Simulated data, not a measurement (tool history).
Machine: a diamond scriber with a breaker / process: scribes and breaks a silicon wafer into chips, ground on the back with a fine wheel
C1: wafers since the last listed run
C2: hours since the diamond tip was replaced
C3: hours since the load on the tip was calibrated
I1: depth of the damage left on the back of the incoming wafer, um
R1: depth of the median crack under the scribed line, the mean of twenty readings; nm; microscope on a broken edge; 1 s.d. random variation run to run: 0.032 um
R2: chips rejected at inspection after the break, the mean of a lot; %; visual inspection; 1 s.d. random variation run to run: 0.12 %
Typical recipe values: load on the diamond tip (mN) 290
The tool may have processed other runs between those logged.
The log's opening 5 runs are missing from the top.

{"run": 6, "hour": 63.3, "load on the diamond tip (mN)": 337, "C1": 16, "C2": 940.4, "C3": 1119.6, "I1": 2.57, "R1": 11030, "R2": 2.23}
{"run": 7, "hour": 81.0, "load on the diamond tip (mN)": 290, "C1": 21, "C2": 958.1, "C3": 1137.3, "I1": 2.39, "R1": 10530, "R2": 1.73}
{"run": 8, "hour": 118.1, "load on the diamond tip (mN)": 290, "C1": 45, "C2": 995.2, "C3": 1174.4, "I1": 2.28, "R1": 10550, "R2": 1.65}
{"run": 9, "hour": 129.3, "load on the diamond tip (mN)": 290, "C1": 13, "C2": 1006.4, "C3": 1185.6, "I1": 2.2, "R1": 10470, "R2": 1.67}
{"run": 10, "hour": 140.7, "load on the diamond tip (mN)": 290, "C1": 13, "C2": 1017.8, "C3": 1197, "I1": 2.77, "R1": 10470, "R2": 2.3}
{"run": 11, "hour": 154.3, "load on the diamond tip (mN)": 227, "C1": 16, "C2": 1031.4, "C3": 1210.6, "I1": 1.93, "R1": 9700, "R2": 2.29}
{"run": 12, "hour": 168.6, "load on the diamond tip (mN)": 227, "C1": 17, "C2": 1045.7, "C3": 1224.9, "I1": 2.91, "R1": 9760, "R2": 4.58}
{"hour": 178.9, "done": "diamond tip replaced by a new one"}
{"run": 13, "hour": 186.5, "load on the diamond tip (mN)": 227, "C1": 19, "C2": 7.6, "C3": 1242.8, "I1": 2.21, "R1": 10030, "R2": 2.14}
{"run": 14, "hour": 195.1, "load on the diamond tip (mN)": 332, "C1": 10, "C2": 16.2, "C3": 1251.4, "I1": 1.93, "R1": 11360, "R2": 2.4}
{"run": 15, "hour": 210.0, "load on the diamond tip (mN)": 332, "C1": 18, "C2": 31.1, "C3": 1266.3, "I1": 2.69, "R1": 11320, "R2": 3.61}
{"run": 16, "hour": 222.5, "load on the diamond tip (mN)": 290, "C1": 15, "C2": 43.6, "C3": 1278.8, "I1": 1.9, "R1": 10790, "R2": 1.58}
{"run": 17, "hour": 230.6, "load on the diamond tip (mN)": 290, "C1": 9, "C2": 51.7, "C3": 1286.9, "I1": 2.76, "R1": 10860, "R2": 2.74}
{"run": 18, "hour": 267.8, "load on the diamond tip (mN)": 290, "C1": 45, "C2": 88.9, "C3": 1324.1, "I1": 1.69, "R1": 10820, "R2": 1.34}
{"run": 19, "hour": 277.0, "load on the diamond tip (mN)": 318, "C1": 11, "C2": 98.1, "C3": 1333.3, "I1": 1.51, "R1": 11180, "R2": 1.54}
{"run": 20, "hour": 292.7, "load on the diamond tip (mN)": 263, "C1": 19, "C2": 113.8, "C3": 1349, "I1": 2.51, "R1": 10470, "R2": 2.35}
{"run": 21, "hour": 309.2, "load on the diamond tip (mN)": 369, "C1": 20, "C2": 130.3, "C3": 1365.5, "I1": 2.77, "R1": 11750, "R2": 4.79}
{"run": 22, "hour": 323.1, "load on the diamond tip (mN)": 290, "C1": 17, "C2": 144.2, "C3": 1379.4, "I1": 2.75, "R1": 10750, "R2": 2.88}
{"run": 23, "hour": 329.3, "load on the diamond tip (mN)": 313, "C1": 7, "C2": 150.4, "C3": 1385.6, "I1": 1.86, "R1": 11060, "R2": 1.73}

Run 24 is up next; what results do you expect?
{"run": 24, "hour": 336.1, "load on the diamond tip (mN)": 317, "C1": 8, "C2": 157.2, "C3": 1392.4, "I1": 1.93, "R1": "?", "R2": "?"}

{"run 24": {"R1": 11140, "R2": 1.84}}
If the tool had no hidden condition, the same run with the same run-to-run variation would have returned R1 10820 nm, R2 1.41 %.

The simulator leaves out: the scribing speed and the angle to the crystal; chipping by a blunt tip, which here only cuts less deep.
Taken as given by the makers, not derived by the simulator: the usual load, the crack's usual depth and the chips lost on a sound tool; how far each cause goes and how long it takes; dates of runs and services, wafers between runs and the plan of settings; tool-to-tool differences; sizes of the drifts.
